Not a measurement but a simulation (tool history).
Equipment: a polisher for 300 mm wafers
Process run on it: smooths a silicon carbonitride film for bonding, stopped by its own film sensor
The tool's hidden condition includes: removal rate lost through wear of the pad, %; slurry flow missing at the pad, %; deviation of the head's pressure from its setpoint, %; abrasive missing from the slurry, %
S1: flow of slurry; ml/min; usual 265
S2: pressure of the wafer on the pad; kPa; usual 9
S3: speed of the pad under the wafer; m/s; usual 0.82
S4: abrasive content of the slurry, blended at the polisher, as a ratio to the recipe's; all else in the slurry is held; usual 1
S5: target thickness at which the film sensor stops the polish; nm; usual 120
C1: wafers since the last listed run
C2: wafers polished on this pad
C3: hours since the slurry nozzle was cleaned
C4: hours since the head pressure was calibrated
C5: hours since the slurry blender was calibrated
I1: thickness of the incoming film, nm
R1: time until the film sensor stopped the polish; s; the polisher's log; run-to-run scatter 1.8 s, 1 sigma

| run | hour | S1 | S2 | S3 | S4 | S5 | C1 | C2 | C3 | C4 | C5 | I1 | R1 |
|---|---|---|---|---|---|---|---|---|---|---|---|---|---|
| 1 | 0 | 315 | 9 | 1 | 1 | 120 | 0 | 172 | 78.6 | 388.8 | 224 | 138.3 | 90.6 |
| 2 | 32.5 | 315 | 9 | 1 | 1 | 120 | 195 | 367 | 111.1 | 421.3 | 256.5 | 141.1 | 102.9 |
|  | 46 | slurry blender recalibrated |
| 3 | 65.3 | 315 | 9 | 1 | 1 | 120 | 185 | 552 | 143.9 | 454.1 | 19.3 | 137.7 | 85.3 |
| 4 | 82.2 | 265 | 9 | 0.82 | 1 | 120 | 101 | 654 | 160.8 | 471 | 36.2 | 141.5 | 127.1 |
| 5 | 103.8 | 265 | 9 | 0.82 | 1 | 120 | 129 | 784 | 182.4 | 492.6 | 57.8 | 138.6 | 104.8 |
| 6 | 129.1 | 265 | 9 | 0.82 | 1 | 120 | 152 | 936 | 207.7 | 517.9 | 83.1 | 141 | 125.5 |
| 7 | 183.6 | 265 | 9 | 0.82 | 1 | 120 | 327 | 1264 | 262.2 | 572.4 | 137.6 | 140.9 | 122.3 |
|  | 192.3 | worn pad replaced by a new one |
| 8 | 200 | 265 | 9 | 0.82 | 1 | 120 | 74 | 46 | 278.6 | 588.8 | 154 | 138.8 | 114.5 |
| 9 | 222.7 | 265 | 9 | 0.82 | 1 | 120 | 136 | 182 | 301.3 | 611.5 | 176.7 | 139.2 | 112.5 |
| 10 | 249.4 | 265 | 9 | 0.82 | 1 | 120 | 160 | 343 | 328 | 638.2 | 203.4 | 138 | 107.7 |
| 11 | 284 | 265 | 9 | 0.82 | 1 | 120 | 208 | 551 | 362.6 | 672.8 | 238 | 138.5 | 108.5 |
| 12 | 300.9 | 265 | 9 | 0.82 | 1 | 120 | 101 | 653 | 379.5 | 689.7 | 254.9 | 139.8 | 116.2 |
|  | 312.2 | slurry blender recalibrated |
| 13 | 334.7 | 265 | 9 | 0.82 | 1 | 120 | 191 | 844 | 413.3 | 723.5 | 22.5 | 140.5 | 121.3 |
|  | 423.4 | worn pad replaced by a new one |
| 14 | 432 | 265 | 9 | 0.82 | 1 | 120 | 561 | 51 | 510.6 | 820.8 | 119.8 | 142.2 | 129.3 |
|  | 440.3 | slurry nozzle cleaned |
| 15 | 462.9 | 265 | 9 | 0.82 | 1 | 120 | 179 | 231 | 22.6 | 851.7 | 150.7 | 139.8 | 109 |
| 16 | 482.2 | 265 | 9 | 0.82 | 1 | 120 | 116 | 347 | 41.9 | 871 | 170 | 139.8 | 111.5 |
| 17 | 543.3 | 265 | 9 | 0.82 | 1 | 120 | 367 | 715 | 103 | 932.1 | 231.1 | 140.8 | 123 |
|  | 548.5 | slurry blender recalibrated |
| 18 | 563.2 | 265 | 7.6 | 0.82 | 1 | 120 | 107 | 823 | 122.9 | 952 | 14.7 | 140.8 | 140.2 |
| 19 | 584 | 335 | 7.6 | 0.74 | 0.75 | 120 | 125 | 948 | 143.7 | 972.8 | 35.5 | 137.4 | 146 |
| 20 | 613.2 | 265 | 9 | 0.56 | 0.85 | 120 | 175 | 1123 | 172.9 | 1002 | 64.7 | 138.4 | 161.5 |
| 21 | 635 | 200 | 9 | 0.56 | 1.2 | 120 | 131 | 1255 | 194.7 | 1023.8 | 86.5 | 139.1 | 147.4 |
| 22 | 668 | 265 | 11 | 0.82 | 0.75 | 120 | 198 | 1453 | 227.7 | 1056.8 | 119.5 | 139.9 | 112.2 |
| 23 | 682.6 | 265 | 9 | 0.82 | 0.9 | 115 | 87 | 1541 | 242.3 | 1071.4 | 134.1 | 140.1 | 157.2 |
|  | 703.3 | worn pad replaced by a new one |
|  | 729.5 | head pressure recalibrated |
| 24 | 761.4 | 265 | 9 | 0.54 | 1 | 120 | 437 | 337 | 321.1 | 31.9 | 212.9 | 138.8 | 155.2 |
|  | 809.2 | slurry blender recalibrated |
| 25 | 833.1 | 265 | 11 | 0.82 | 1 | 120 | 419 | 756 | 392.8 | 103.6 | 23.9 | 138 | 90.1 |
|  | 867.2 | slurry nozzle cleaned |
| 26 | 867.7 | 190 | 9 | 0.82 | 1 | 123 | 202 | 958 | 0.5 | 138.2 | 58.5 | 141 | 103.2 |
| 27 | 897.8 | 265 | 9 | 0.82 | 1 | 120 | 181 | 1139 | 30.6 | 168.3 | 88.6 | 140.8 | 119 |
| 28 | 917.5 | 335 | 10.3 | 0.9 | 1 | 120 | 118 | 1258 | 50.3 | 188 | 108.3 | 137 | 77.8 |
| 29 | 937.1 | 335 | 11.7 | 0.82 | 0.9 | 118 | 117 | 1376 | 69.9 | 207.6 | 127.9 | 142 | 109 |
|  | 947.3 | worn pad replaced by a new one |
| 30 | 971.2 | 265 | 9 | 0.82 | 0.9 | 120 | 181 | 143 | 104 | 241.7 | 162 | 138.9 | 112.9 |
| 31 | 995.9 | 305 | 9 | 0.82 | 1 | 116 | 148 | 292 | 128.7 | 266.4 | 186.7 | 140.3 | 137.8 |

For each run, what was the tool's unlogged condition?
removal rate lost through wear of the pad, %: 0 on each run
deviation of the head's pressure from its setpoint, %: 0 on each run
abrasive missing from the slurry, %: 0 on each run
H1: slurry flow missing at the pad, %
| run | H1 |
|---|---|
| 1 | 18.5 |
| 2 | 23.2 |
| 3 | 27.1 |
| 4 | 28.8 |
| 5 | 30.7 |
| 6 | 32.7 |
| 7 | 36.1 |
| 8 | 36.9 |
| 9 | 37.9 |
| 10 | 38.9 |
| 11 | 40 |
| 12 | 40.5 |
| 13 | 41.2 |
| 14 | 42.8 |
| 15 | 10.8 |
| 16 | 14.9 |
| 17 | 25 |
| 18 | 27.5 |
| 19 | 29.9 |
| 20 | 32.7 |
| 21 | 34.6 |
| 22 | 36.9 |
| 23 | 37.8 |
| 24 | 41.5 |
| 25 | 43.6 |
| 26 | 3.1 |
| 27 | 10.1 |
| 28 | 14 |
| 29 | 17.5 |
| 30 | 22.6 |
| 31 | 25.7 |

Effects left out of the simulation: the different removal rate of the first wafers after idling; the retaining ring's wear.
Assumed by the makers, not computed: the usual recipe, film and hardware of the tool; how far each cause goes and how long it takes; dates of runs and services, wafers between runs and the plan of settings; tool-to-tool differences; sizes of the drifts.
